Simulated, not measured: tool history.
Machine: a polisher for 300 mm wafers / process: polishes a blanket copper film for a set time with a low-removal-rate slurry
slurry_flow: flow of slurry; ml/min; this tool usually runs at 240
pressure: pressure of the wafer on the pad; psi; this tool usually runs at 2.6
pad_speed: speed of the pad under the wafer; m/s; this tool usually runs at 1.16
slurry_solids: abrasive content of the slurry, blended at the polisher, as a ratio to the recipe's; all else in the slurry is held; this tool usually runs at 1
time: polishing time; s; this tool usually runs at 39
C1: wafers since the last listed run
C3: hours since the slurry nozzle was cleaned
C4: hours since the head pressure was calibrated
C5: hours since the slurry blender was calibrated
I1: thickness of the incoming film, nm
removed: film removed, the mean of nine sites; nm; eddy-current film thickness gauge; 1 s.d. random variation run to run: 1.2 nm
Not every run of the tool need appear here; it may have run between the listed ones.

run 1 day=0 | slurry_flow=240 pressure=2.6 pad_speed=1.16 slurry_solids=0.9 time=39 | C1=0 wafers_polished_on_this_pad=256 C3=286.1 C4=516.6 C5=322.3 | I1=1564.8 | removed=90
-- day=3.079 slurry blender recalibrated
run 2 day=3.1 | slurry_flow=240 pressure=2.6 pad_speed=1.16 slurry_solids=1 time=39 | C1=630 wafers_polished_on_this_pad=887 C3=360.5 C4=591 C5=0.5 | I1=1543.8 | removed=88.1
run 3 day=5.792 | slurry_flow=240 pressure=2.6 pad_speed=1.16 slurry_solids=1 time=39 | C1=562 wafers_polished_on_this_pad=1450 C3=425.1 C4=655.6 C5=65.1 | I1=1527.3 | removed=88.7
run 4 day=8.054 | slurry_flow=240 pressure=2.6 pad_speed=1.16 slurry_solids=1 time=39 | C1=472 wafers_polished_on_this_pad=1922 C3=479.4 C4=709.9 C5=119.4 | I1=1546.6 | removed=87
run 5 day=10.462 | slurry_flow=240 pressure=2.6 pad_speed=1.16 slurry_solids=1 time=39 | C1=503 wafers_polished_on_this_pad=2426 C3=537.2 C4=767.7 C5=177.2 | I1=1540.8 | removed=84.8
-- day=11 worn pad replaced by a new one
run 6 day=14.804 | slurry_flow=240 pressure=2.6 pad_speed=1.16 slurry_solids=1 time=39 | C1=872 wafers_polished_on_this_pad=794 C3=641.4 C4=871.9 C5=281.4 | I1=1562.6 | removed=87.7
-- day=16.917 head pressure recalibrated
run 7 day=17.975 | slurry_flow=240 pressure=2.6 pad_speed=1.16 slurry_solids=1 time=39 | C1=645 wafers_polished_on_this_pad=1439 C3=717.5 C4=25.4 C5=357.5 | I1=1536.7 | removed=93.9
-- day=18.929 slurry nozzle cleaned
-- day=19.946 slurry blender recalibrated
run 8 day=21.371 | slurry_flow=240 pressure=2.6 pad_speed=1.16 slurry_solids=1 time=39 | C1=683 wafers_polished_on_this_pad=2123 C3=58.6 C4=106.9 C5=34.2 | I1=1541.4 | removed=91.4
-- day=21.758 worn pad replaced by a new one
run 9 day=24.646 | slurry_flow=240 pressure=2.6 pad_speed=1.16 slurry_solids=1 time=39 | C1=649 wafers_polished_on_this_pad=603 C3=137.2 C4=185.5 C5=112.8 | I1=1553.2 | removed=96.1
run 10 day=27.908 | slurry_flow=305 pressure=2.6 pad_speed=1.16 slurry_solids=1.1 time=47 | C1=681 wafers_polished_on_this_pad=1284 C3=215.5 C4=263.8 C5=191.1 | I1=1553.7 | removed=118.7
run 11 day=31.767 | slurry_flow=175 pressure=2.6 pad_speed=0.9 slurry_solids=1 time=48 | C1=806 wafers_polished_on_this_pad=2091 C3=308.1 C4=356.4 C5=283.7 | I1=1540.3 | removed=81.4
-- day=32.621 worn pad replaced by a new one
-- day=34.342 slurry blender recalibrated
run 12 day=35.662 | slurry_flow=210 pressure=2.6 pad_speed=1.26 slurry_solids=1 time=39 | C1=761 wafers_polished_on_this_pad=618 C3=401.6 C4=449.9 C5=31.7 | I1=1582.8 | removed=99.2
run 13 day=39.129 | slurry_flow=295 pressure=2.6 pad_speed=1.16 slurry_solids=0.8 time=39 | C1=724 wafers_polished_on_this_pad=1342 C3=484.8 C4=533.1 C5=114.9 | I1=1569 | removed=89.2
run 14 day=41.121 | slurry_flow=240 pressure=2.6 pad_speed=1.16 slurry_solids=1 time=39 | C1=416 wafers_polished_on_this_pad=1759 C3=532.6 C4=580.9 C5=162.7 | I1=1528 | removed=89.4
-- day=43.833 worn pad replaced by a new one
run 15 day=44.717 | slurry_flow=240 pressure=2.6 pad_speed=1.16 slurry_solids=1 time=52 | C1=716 wafers_polished_on_this_pad=184 C3=618.9 C4=667.2 C5=249 | I1=1552.1 | removed=121.4
-- day=45.154 slurry nozzle cleaned
run 16 day=46.988 | slurry_flow=240 pressure=2.6 pad_speed=1 slurry_solids=1 time=39 | C1=465 wafers_polished_on_this_pad=650 C3=44 C4=721.7 C5=303.5 | I1=1544.8 | removed=76.4
run 17 day=48.804 | slurry_flow=155 pressure=1.8 pad_speed=1.16 slurry_solids=1 time=39 | C1=379 wafers_polished_on_this_pad=1030 C3=87.6 C4=765.3 C5=347.1 | I1=1572.8 | removed=64
-- day=49.625 slurry blender recalibrated
run 18 day=52.5 | slurry_flow=240 pressure=2.6 pad_speed=1.16 slurry_solids=1.2 time=50 | C1=755 wafers_polished_on_this_pad=1785 C3=176.3 C4=854 C5=69 | I1=1559 | removed=117.1
-- day=53.492 worn pad replaced by a new one
run 19 day=55.354 | slurry_flow=240 pressure=2.6 pad_speed=1.16 slurry_solids=1 time=39 | C1=561 wafers_polished_on_this_pad=389 C3=244.8 C4=922.5 C5=137.5 | I1=1573.1 | removed=90.7

Across each entry between runs, compare the hidden state at the last listed run before it with the hidden state at the first listed run after it:
After run 1, before run 2: slurry blender recalibrated (day 3.079)
  removal rate lost through wear of the pad, %: 1.95 -> 3.65; deviation of the head's pressure from its setpoint, %: -7.12 -> -7.96
  measured minus no-state result, removed: -6.8 -> -9.1 nm
After run 5, before run 6: worn pad replaced by a new one (day 11)
  removal rate lost through wear of the pad, %: 7.71 -> 3.24; deviation of the head's pressure from its setpoint, %: -9.97 -> -11.2
  measured minus no-state result, removed: -14.3 -> -11.1 nm
After run 6, before run 7: head pressure recalibrated (day 16.917)
  removal rate lost through wear of the pad, %: 3.24 -> 4.99; deviation of the head's pressure from its setpoint, %: -11.2 -> 0.911
  measured minus no-state result, removed: -11.1 -> -4.2 nm
After run 7, before run 8: slurry nozzle cleaned (day 18.929); slurry blender recalibrated (day 19.946)
  removal rate lost through wear of the pad, %: 4.99 -> 6.86; deviation of the head's pressure from its setpoint, %: 0.911 -> -0.016
  measured minus no-state result, removed: -4.2 -> -6.8 nm
After run 8, before run 9: worn pad replaced by a new one (day 21.758)
  removal rate lost through wear of the pad, %: 6.86 -> 1.9; deviation of the head's pressure from its setpoint, %: -0.016 -> -0.91
  measured minus no-state result, removed: -6.8 -> -2.5 nm
After run 11, before run 12: worn pad replaced by a new one (day 32.621); slurry blender recalibrated (day 34.342)
  removal rate lost through wear of the pad, %: 5.82 -> 2.1; deviation of the head's pressure from its setpoint, %: -2.85 -> -3.92
  measured minus no-state result, removed: -6.8 -> -5.1 nm
After run 14, before run 15: worn pad replaced by a new one (day 43.833)
  removal rate lost through wear of the pad, %: 5.1 -> 1.25; deviation of the head's pressure from its setpoint, %: -5.41 -> -6.39
  measured minus no-state result, removed: -8.7 -> -7.6 nm
After run 15, before run 16: slurry nozzle cleaned (day 45.154)
  removal rate lost through wear of the pad, %: 1.25 -> 2.5; deviation of the head's pressure from its setpoint, %: -6.39 -> -7.01
  measured minus no-state result, removed: -7.6 -> -6.2 nm
After run 17, before run 18: slurry blender recalibrated (day 49.625)
  removal rate lost through wear of the pad, %: 3.5 -> 5.53; deviation of the head's pressure from its setpoint, %: -7.5 -> -8.51
  measured minus no-state result, removed: -6.2 -> -15.1 nm
After run 18, before run 19: worn pad replaced by a new one (day 53.492)
  removal rate lost through wear of the pad, %: 5.53 -> 1.23; deviation of the head's pressure from its setpoint, %: -8.51 -> -9.29
  measured minus no-state result, removed: -15.1 -> -7.9 nm

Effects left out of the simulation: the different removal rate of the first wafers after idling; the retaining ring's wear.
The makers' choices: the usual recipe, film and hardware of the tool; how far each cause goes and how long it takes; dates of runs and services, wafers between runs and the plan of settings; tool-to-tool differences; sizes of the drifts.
